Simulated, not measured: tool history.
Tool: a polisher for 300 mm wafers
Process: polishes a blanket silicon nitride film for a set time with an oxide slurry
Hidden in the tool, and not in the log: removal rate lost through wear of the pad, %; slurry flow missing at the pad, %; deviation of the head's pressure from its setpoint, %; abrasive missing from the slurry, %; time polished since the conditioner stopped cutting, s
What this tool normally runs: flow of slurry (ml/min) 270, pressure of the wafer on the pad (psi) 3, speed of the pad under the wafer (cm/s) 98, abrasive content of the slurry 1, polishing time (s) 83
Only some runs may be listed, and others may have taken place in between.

run,hour,flow of slurry (ml/min),pressure of the wafer on the pad (psi),speed of the pad under the wafer (cm/s),abrasive content of the slurry,polishing time (s),wafers since the last listed run,wafers polished on this pad,hours since the slurry nozzle was cleaned,hours since the head pressure was calibrated,hours since the slurry blender was calibrated,hours since the conditioning disc was replaced,"incoming thickness of the incoming film, nm",film removed (nm)
1,0,270,3.3,98,1,83,0,4465,646.8,73.7,465.6,163.3,331.7,49.8
2,39.9,270,3,98,1,83,464,4930,686.7,113.6,505.5,203.2,331.4,43.8
# hour 45.8: worn pad replaced by a new one
# hour 68.1: slurry blender recalibrated
3,83.7,270,3,120,1,83,439,417,730.5,157.4,15.6,247,330.2,53.7
4,136.3,270,3,98,1,83,611,1029,783.1,210,68.2,299.6,335,47.9
# hour 144.9: slurry nozzle cleaned
5,164.9,245,3.6,98,0.75,83,320,1350,20,238.6,96.8,328.2,326.3,45.3
6,217.8,225,3,126,0.7,90,615,1965,72.9,291.5,149.7,381.1,327.4,44
7,265.3,270,3,122,0.8,83,552,2517,120.4,339,197.2,428.6,329.7,45.2
# hour 305.7: conditioning disc replaced and pad reconditioned
8,308.9,295,3,98,1,83,483,3001,164,382.6,240.8,3.2,326.8,46.9
9,356.9,270,3,98,1,83,558,3559,212,430.6,288.8,51.2,332.8,46.9
10,385,190,3,98,0.7,66,326,3886,240.1,458.7,316.9,79.3,330.1,26.4
11,420.9,325,3,82,0.7,108,417,4304,276,494.6,352.8,115.2,328.4,41.2
# hour 511: slurry blender recalibrated
12,515.2,270,2.5,64,1,71,1073,5377,370.3,588.9,4.2,209.5,332.4,26.9
# hour 538.1: worn pad replaced by a new one
13,548.8,345,3,98,0.75,83,344,124,403.9,622.5,37.8,243.1,327.5,38.8
14,603.3,270,3,98,1,83,633,758,458.4,677,92.3,297.6,322.7,47.8
15,658.4,180,2.1,98,1.15,83,640,1398,513.5,732.1,147.4,352.7,329.9,34.2
16,692.7,200,3,90,1,83,398,1797,547.8,766.4,181.7,387,329.4,42.9
17,723.4,325,3,98,1,83,357,2154,578.5,797.1,212.4,417.7,335.6,47.4
18,769,270,3,98,1,83,530,2685,624.1,842.7,258,463.3,336.7,46
# hour 803.3: conditioning disc replaced and pad reconditioned
19,806.7,365,3,98,1.15,83,415,3100,661.8,880.4,295.7,3.4,322.6,51.6
20,847.2,270,3,124,1,83,470,3571,702.3,920.9,336.2,43.9,331.8,52.1
21,872.4,270,3.5,98,0.85,69,293,3864,727.5,946.1,361.4,69.1,325,38.6
# hour 914.2: slurry nozzle cleaned
# hour 914.3: head pressure recalibrated
22,941.3,270,3,98,1,83,788,4652,27.1,27,430.3,138,326.2,45.6
# hour 943.6: slurry blender recalibrated
23,973,270,3,98,1,83,345,4998,58.8,58.7,29.4,169.7,334.7,47.8
# hour 1071.3: worn pad replaced by a new one
24,1087.7,240,2.3,98,1,70,1287,190,173.5,173.4,144.1,284.4,327.5,30.2

Some steps in film removed (nm) between neighbouring runs. How much of each would the tool show without its hidden state too (settings, what came in, random variation), and how much is left for the hidden state, with any gauge scatter that isn't in both results?
Run 2 -> 3: speed of the pad under the wafer (cm/s) 98 -> 120, worn pad replaced by a new one, slurry blender recalibrated. film removed (nm) +9.9: hidden state +3.6, all else +6.3.
Run 9 -> 10: flow of slurry (ml/min) 270 -> 190, abrasive content of the slurry 1 -> 0.7, polishing time (s) 83 -> 66. film removed (nm) -20.5: hidden state +0.5, all else -21.
Run 11 -> 12: flow of slurry (ml/min) 325 -> 270, pressure of the wafer on the pad (psi) 3 -> 2.5, speed of the pad under the wafer (cm/s) 82 -> 64, abrasive content of the slurry 0.7 -> 1, polishing time (s) 108 -> 71, slurry blender recalibrated. film removed (nm) -14.3: hidden state +3.2, all else -17.5.
Run 23 -> 24: flow of slurry (ml/min) 270 -> 240, pressure of the wafer on the pad (psi) 3 -> 2.3, polishing time (s) 83 -> 70, worn pad replaced by a new one. film removed (nm) -17.6: hidden state -0.3, all else -17.3.

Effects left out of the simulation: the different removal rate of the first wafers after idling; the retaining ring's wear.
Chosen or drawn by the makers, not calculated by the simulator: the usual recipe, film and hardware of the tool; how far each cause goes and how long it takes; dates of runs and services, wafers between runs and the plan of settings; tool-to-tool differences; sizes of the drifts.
